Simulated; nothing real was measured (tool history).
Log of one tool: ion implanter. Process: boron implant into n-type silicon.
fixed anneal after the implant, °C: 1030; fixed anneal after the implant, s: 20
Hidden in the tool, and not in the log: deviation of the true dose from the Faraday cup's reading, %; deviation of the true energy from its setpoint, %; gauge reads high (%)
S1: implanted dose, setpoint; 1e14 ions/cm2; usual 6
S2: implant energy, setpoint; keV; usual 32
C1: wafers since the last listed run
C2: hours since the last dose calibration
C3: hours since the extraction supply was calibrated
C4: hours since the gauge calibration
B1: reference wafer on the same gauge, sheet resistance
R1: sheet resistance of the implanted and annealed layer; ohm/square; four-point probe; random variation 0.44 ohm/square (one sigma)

| run | day | S1 | S2 | C1 | C2 | C3 | C4 | B1 | R1 |
|---|---|---|---|---|---|---|---|---|---|
| 1 | 0 | 6 | 32 | 0 | 921 | 1268 | 725.3 | 148.01 | 154.22 |
| 2 | 2.292 | 6 | 32 | 1096 | 976 | 1323 | 780.3 | 147.94 | 153.6 |
| 3 | 8.775 | 6 | 32 | 3101 | 1131.6 | 1478.6 | 935.9 | 148.04 | 153.28 |
| 4 | 9.821 | 4.66 | 32 | 500 | 1156.7 | 1503.7 | 961 | 148.01 | 189.4 |
| 5 | 11.883 | 7.22 | 32 | 986 | 1206.2 | 1553.2 | 1010.5 | 147.76 | 131.84 |
|  | 14.283 | Faraday cup replaced and dose calibrated |
| 6 | 14.304 | 7.22 | 32 | 998 | 0.5 | 1611.3 | 1068.6 | 147.86 | 134.58 |
| 7 | 15.658 | 7.22 | 32 | 647 | 33 | 1643.8 | 1101.1 | 148.05 | 134.14 |
| 8 | 18.433 | 6 | 32 | 1327 | 99.6 | 1710.4 | 1167.7 | 147.96 | 156.8 |
| 9 | 20.604 | 4.67 | 32 | 1038 | 151.7 | 1762.5 | 1219.8 | 148.02 | 192.48 |
| 10 | 22.167 | 6 | 32 | 747 | 189.2 | 1800 | 1257.3 | 148.1 | 157.34 |
| 11 | 23.821 | 6 | 32 | 791 | 228.9 | 1839.7 | 1297 | 147.9 | 156.01 |
| 12 | 26.279 | 6 | 32 | 1176 | 287.9 | 1898.7 | 1356 | 147.85 | 156.44 |
| 13 | 27.696 | 6 | 32 | 677 | 321.9 | 1932.7 | 1390 | 148.02 | 156.43 |
| 14 | 29.008 | 6 | 32 | 627 | 353.4 | 1964.2 | 1421.5 | 147.97 | 156.69 |
| 15 | 31.904 | 6 | 32 | 1385 | 422.9 | 2033.7 | 1491 | 147.76 | 156.02 |
| 16 | 34.225 | 5.07 | 35 | 1110 | 478.6 | 2089.4 | 1546.7 | 148.04 | 178.22 |
| 17 | 36.942 | 5.3 | 41.5 | 1299 | 543.8 | 2154.6 | 1611.9 | 147.97 | 167.67 |
| 18 | 38.767 | 6 | 32 | 873 | 587.6 | 2198.4 | 1655.7 | 147.98 | 155.42 |
| 19 | 41.592 | 7.3 | 32 | 1351 | 655.4 | 2266.2 | 1723.5 | 148 | 132.59 |
| 20 | 43.654 | 4.7 | 32 | 986 | 704.9 | 2315.7 | 1773 | 148.01 | 189.42 |
| 21 | 44.925 | 6 | 32 | 607 | 735.4 | 2346.2 | 1803.5 | 147.96 | 156.45 |
| 22 | 47.133 | 6.78 | 32 | 1056 | 788.4 | 2399.2 | 1856.5 | 148.04 | 140.79 |
| 23 | 48.892 | 6 | 32 | 841 | 830.6 | 2441.4 | 1898.7 | 148.05 | 155.47 |
|  | 49.367 | gauge calibrated |
| 24 | 50.762 | 6 | 32 | 894 | 875.5 | 2486.3 | 33.5 | 147.91 | 155.73 |
|  | 51.783 | extraction supply calibrated |
| 25 | 52.554 | 6.85 | 26.5 | 697 | 918.5 | 18.5 | 76.5 | 148.17 | 141.33 |
| 26 | 55.017 | 6 | 32 | 1178 | 977.6 | 77.6 | 135.6 | 148.07 | 154.35 |
| 27 | 56.121 | 4.64 | 24 | 528 | 1004.1 | 104.1 | 162.1 | 147.9 | 196.68 |
| 28 | 58.542 | 6.78 | 32 | 1158 | 1062.2 | 162.2 | 220.2 | 148.04 | 139.7 |
| 29 | 60.262 | 7.75 | 36 | 823 | 1103.5 | 203.5 | 261.5 | 147.87 | 122.53 |
|  | 62.908 | Faraday cup replaced and dose calibrated |
| 30 | 63.154 | 5.32 | 35 | 1223 | 5.9 | 272.9 | 330.9 | 147.91 | 171.43 |
| 31 | 64.8 | 6 | 32 | 787 | 45.4 | 312.4 | 370.4 | 148.12 | 155.65 |
| 32 | 67.725 | 4.97 | 24.5 | 1399 | 115.6 | 382.6 | 440.6 | 148.13 | 188.77 |
| 33 | 69.571 | 6 | 32 | 883 | 159.9 | 426.9 | 484.9 | 147.95 | 156.9 |
| 34 | 71.283 | 6.68 | 36.5 | 819 | 201 | 468 | 526 | 147.86 | 141.67 |
| 35 | 72.971 | 7.42 | 26.5 | 807 | 241.5 | 508.5 | 566.5 | 147.91 | 133.67 |
| 36 | 74.188 | 6.61 | 27 | 582 | 270.7 | 537.7 | 595.7 | 147.94 | 146.21 |

Forecast each of these 5 alternatives for the next run:
| A | 74.204 | 6.99 | 32 | 7 | 271.1 | 538.1 | 596.1 | ? | ? |
| B | 74.204 | 5.45 | 40.5 | 7 | 271.1 | 538.1 | 596.1 | ? | ? |
| C | 74.204 | 7.75 | 22.5 | 7 | 271.1 | 538.1 | 596.1 | ? | ? |
| D | 74.204 | 4.93 | 41.5 | 7 | 271.1 | 538.1 | 596.1 | ? | ? |
| E | 74.204 | 4.27 | 25.5 | 7 | 271.1 | 538.1 | 596.1 | ? | ? |

| run | B1 | R1 |
|---|---|---|
| A | 147.99 | 137.65 |
| B | 147.99 | 164.85 |
| C | 147.99 | 130.39 |
| D | 147.99 | 178.59 |
| E | 147.99 | 212.28 |
Without the tool's hidden state the same runs would have given:
| run | R1 |
|---|---|
| A | 137.7 |
| B | 164.91 |
| C | 130.44 |
| D | 178.65 |
| E | 212.35 |
